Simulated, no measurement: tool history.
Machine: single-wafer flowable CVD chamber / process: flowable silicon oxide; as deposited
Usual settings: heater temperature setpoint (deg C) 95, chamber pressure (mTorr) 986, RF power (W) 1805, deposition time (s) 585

run     day  heater temperature setpoint (deg C)  chamber pressure (mTorr)  RF power (W)  deposition time (s)  wafers since the last listed run  hours since the last thermocouple change  hours since the last RF generator calibration  hours since the last manometer calibration  hours since the showerhead was replaced  hours since the gauge calibration  read-back reference wafer on the same gauge, thickness_nm  mean film thickness on the monitor wafer (angstrom)
  1       0                                  105                       986          1805                  585                                 0                                    1846.2                                         1163.7                                      2041.7                                   3460.8                               83.1                                                    407.787                                              3111.06
      0.367  -- capacitance manometer re-zeroed and calibrated
  2   0.388                                   95                       986          1805                  585                                 3                                    1855.5                                           1173                                         0.5                                   3470.1                               92.4                                                    408.601                                               4529.7
  3   0.629                                   95                       986          1805                  585                                14                                    1861.3                                         1178.8                                         6.3                                   3475.9                               98.2                                                    407.896                                              4539.47
  4   0.917                                   95                       986          1805                  585                                17                                    1868.2                                         1185.7                                        13.2                                   3482.8                              105.1                                                    408.121                                              4522.57
  5   1.388                                   95                       986          1805                  585                                28                                    1879.5                                           1197                                        24.5                                   3494.1                              116.4                                                    408.336                                              4550.51
  6   1.929                                   95                       986          1805                  585                                33                                    1892.5                                           1210                                        37.5                                   3507.1                              129.4                                                      408.1                                              4545.26
  7   2.525                                   95                       986          1925                  640                                36                                    1906.8                                         1224.3                                        51.8                                   3521.4                              143.7                                                    407.416                                              4990.41
      3.204  -- showerhead replaced
  8   3.225                                   95                       986          1925                  640                                22                                    1923.6                                         1241.1                                        68.6                                      0.5                              160.5                                                    408.013                                              5033.53
  9   3.433                                   95                       986          1925                  640                                12                                    1928.6                                         1246.1                                        73.6                                      5.5                              165.5                                                    408.171                                              5016.65
 10   3.938                                   95                       747          1805                  585                                30                                    1940.7                                         1258.2                                        85.7                                     17.6                              177.6                                                    407.973                                              3559.97
 11   4.425                                  106                       884          2140                  651                                29                                    1952.4                                         1269.9                                        97.4                                     29.3                              189.3                                                    408.618                                              3103.61
 12   4.829                                   88                      1052          1805                  555                                24                                    1962.1                                         1279.6                                       107.1                                       39                                199                                                     408.17                                              5873.91
 13   5.433                                   95                       863          1805                  537                                37                                    1976.6                                         1294.1                                       121.6                                     53.5                              213.5                                                     407.97                                              3707.99
 14   6.071                                   85                       869          2100                  615                                39                                    1991.9                                         1309.4                                       136.9                                     68.8                              228.8                                                    407.657                                              6294.14
 15   6.392                                   95                       986          1575                  659                                19                                    1999.6                                         1317.1                                       144.6                                     76.5                              236.5                                                    407.605                                              4978.25
 16   6.658                                   95                       986          2085                  585                                16                                      2006                                         1323.5                                         151                                     82.9                              242.9                                                    407.354                                              4633.02
 17   7.171                                   95                       814          2120                  585                                31                                    2018.3                                         1335.8                                       163.3                                     95.2                              255.2                                                    407.975                                               3949.7
      8.042  -- gauge calibrated
      9.142  -- RF generator calibrated
 18   9.288                                  107                      1081          1805                  585                               109                                    2069.1                                            3.5                                       214.1                                      146                               29.9                                                     408.08                                              3123.38
     10.088  -- thermocouple changed; heater temperature recalibrated
 19  10.108                                   83                       986          1805                  585                                29                                       0.5                                           23.2                                       233.8                                    165.7                               49.6                                                    408.425                                              6933.72
 20  10.525                                   95                       986          1805                  585                                25                                      10.5                                           33.2                                       243.8                                    175.7                               59.6                                                    408.208                                              4537.57
 21  10.867                                   95                       916          1805                  471                                21                                      18.7                                           41.4                                         252                                    183.9                               67.8                                                    407.848                                              3426.01
 22  11.308                                  104                       755          2050                  537                                27                                      29.3                                             52                                       262.6                                    194.5                               78.4                                                     408.03                                              2403.49
 23  12.042                                   95                       986          1805                  552                                45                                      46.9                                           69.6                                       280.2                                    212.1                                 96                                                    408.158                                              4285.25
 24  12.312                                  100                       986          1805                  671                                16                                      53.4                                           76.1                                       286.7                                    218.6                              102.5                                                    408.052                                              4316.33
 25  13.038                                   95                       986          1805                  585                                44                                      70.8                                           93.5                                       304.1                                      236                              119.9                                                    407.915                                               4534.1
 26  13.467                                   95                       986          1805                  585                                26                                      81.1                                          103.8                                       314.4                                    246.3                              130.2                                                    408.694                                              4514.09
 27  13.729                                   95                       986          1590                  649                                16                                      87.4                                          110.1                                       320.7                                    252.6                              136.5                                                    408.475                                              4919.22
 28  15.933                                   95                       986          1805                  585                               135                                     140.3                                            163                                       373.6                                    305.5                              189.4                                                    407.467                                              4523.68

Describe how what the log doesn't record of the tool's condition differs between the last listed run preceding each entry between runs and the first listed run following it.
After run 1, before run 2: capacitance manometer re-zeroed and calibrated (day 0.367)
  no hidden state differs between the two runs
After run 7, before run 8: showerhead replaced (day 3.204)
  no hidden state differs between the two runs
After run 17, before run 18: gauge calibrated (day 8.042); RF generator calibrated (day 9.142)
  no hidden state differs between the two runs
After run 18, before run 19: thermocouple changed; heater temperature recalibrated (day 10.088)
  no hidden state differs between the two runs

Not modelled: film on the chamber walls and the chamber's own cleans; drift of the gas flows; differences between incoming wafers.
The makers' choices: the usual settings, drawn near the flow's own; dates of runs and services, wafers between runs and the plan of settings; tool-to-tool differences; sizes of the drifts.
